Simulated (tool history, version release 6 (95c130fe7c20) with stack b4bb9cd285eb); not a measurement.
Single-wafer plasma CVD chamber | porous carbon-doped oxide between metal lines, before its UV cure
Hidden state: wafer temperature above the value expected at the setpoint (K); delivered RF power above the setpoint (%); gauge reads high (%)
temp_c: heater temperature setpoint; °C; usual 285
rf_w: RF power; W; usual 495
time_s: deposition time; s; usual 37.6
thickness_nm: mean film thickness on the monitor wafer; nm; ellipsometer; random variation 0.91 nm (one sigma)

run   hour  temp_c  rf_w  time_s  wafers since the last listed run  hours since the last thermocouple change  hours since the last RF generator calibration  hours since the showerhead was replaced  hours since the gauge calibration  read-back reference wafer on the same gauge, thickness_nm  thickness_nm
  1      0     285   495    37.6                                 0                                     731.1                                         1264.1                                   3306.5                              128.4                                                     234.97       242.059
  2   18.6     285   495    37.6                               476                                     749.7                                         1282.7                                   3325.1                                147                                                    235.099       241.887
  3   54.3     285   495    37.6                               915                                     785.4                                         1318.4                                   3360.8                              182.7                                                    235.191       243.984
  4   68.6     285   495    37.6                               366                                     799.7                                         1332.7                                   3375.1                                197                                                    235.173       245.834
  5   84.2     285   495    37.6                               400                                     815.3                                         1348.3                                   3390.7                              212.6                                                    235.273       243.088
  6  109.2     285   495    37.6                               641                                     840.3                                         1373.3                                   3415.7                              237.6                                                    234.823       243.662
  7  123.8     285   495    37.6                               374                                     854.9                                         1387.9                                   3430.3                              252.2                                                    235.136       242.093
  8  138.2     285   495    37.6                               369                                     869.3                                         1402.3                                   3444.7                              266.6                                                    235.255        243.46
  9  156.1     285   495    37.6                               458                                     887.2                                         1420.2                                   3462.6                              284.5                                                    235.083       244.916
 10  168.3     285   540    37.6                               312                                     899.4                                         1432.4                                   3474.8                              296.7                                                    235.247       254.567
 11  235.7     285   540    37.6                              1728                                     966.8                                         1499.8                                   3542.2                              364.1                                                    234.844       255.865
 12    255     285   495    37.6                               494                                     986.1                                         1519.1                                   3561.5                              383.4                                                    234.983       244.506
     277.4  -- RF generator calibrated
 13  282.8     285   495    37.6                               507                                    1013.9                                            5.4                                   3589.3                              411.2                                                    235.024        246.11
     302.5  -- showerhead replaced, of another model than before
 14  315.2     298   495    37.6                               625                                    1046.3                                           37.8                                     12.7                              443.6                                                    234.996       224.126
 15  344.2     290   585    31.3                               743                                    1075.3                                           66.8                                     41.7                              472.6                                                    235.268       223.827
 16  374.2     296   495    43.3                               769                                    1105.3                                           96.8                                     71.7                              502.6                                                    235.215       261.879
     381.4  -- gauge calibrated
     394.8  -- thermocouple changed; heater temperature recalibrated
 17  399.8     285   405    41.5                               451                                         5                                          122.4                                     97.3                               18.4                                                    234.852       220.702
 18  416.4     300   425    34.4                               425                                      21.6                                            139                                    113.9                                 35                                                    234.951       174.856
 19  428.6     285   495    37.6                               312                                      33.8                                          151.2                                    126.1                               47.2                                                    234.954       236.802
 20  457.8     279   465    42.1                               748                                        63                                          180.4                                    155.3                               76.4                                                    234.784       262.916
 21  471.2     279   465    35.4                               343                                      76.4                                          193.8                                    168.7                               89.8                                                     234.64       223.031
 22  483.6     285   540    44.8                               317                                      88.8                                          206.2                                    181.1                              102.2                                                     234.62       299.806
 23    498     285   495    37.6                               369                                     103.2                                          220.6                                    195.5                              116.6                                                    234.979       237.891
 24  531.7     272   585    43.7                               864                                     136.9                                          254.3                                    229.2                              150.3                                                     234.83       341.162
 25  565.5     296   495    43.3                               866                                     170.7                                          288.1                                      263                              184.1                                                    234.855       256.679
 26  590.9     285   495    37.6                               651                                     196.1                                          313.5                                    288.4                              209.5                                                    234.842       238.389

Forecast each of these 5 alternatives for the next run:
  A  591.3     294   495    37.6                                10                                     196.5                                          313.9                                    288.8                              209.9                                                          ?             ?
  B  591.3     293   550    37.6                                10                                     196.5                                          313.9                                    288.8                              209.9                                                          ?             ?
  C  591.3     271   525    37.6                                10                                     196.5                                          313.9                                    288.8                              209.9                                                          ?             ?
  D  591.3     285   395    37.6                                10                                     196.5                                          313.9                                    288.8                              209.9                                                          ?             ?
  E  591.3     280   495    37.6                                10                                     196.5                                          313.9                                    288.8                              209.9                                                          ?             ?

run  read-back reference wafer on the same gauge, thickness_nm  thickness_nm
  A                                                    235.379       224.386
  B                                                    235.379       243.994
  C                                                    235.379       273.208
  D                                                    235.379       196.782
  E                                                    235.379       245.852
Without the tool's hidden state the same runs would have given:
run  thickness_nm
  A        221.26
  B       240.583
  C       268.924
  D       193.882
  E       242.132
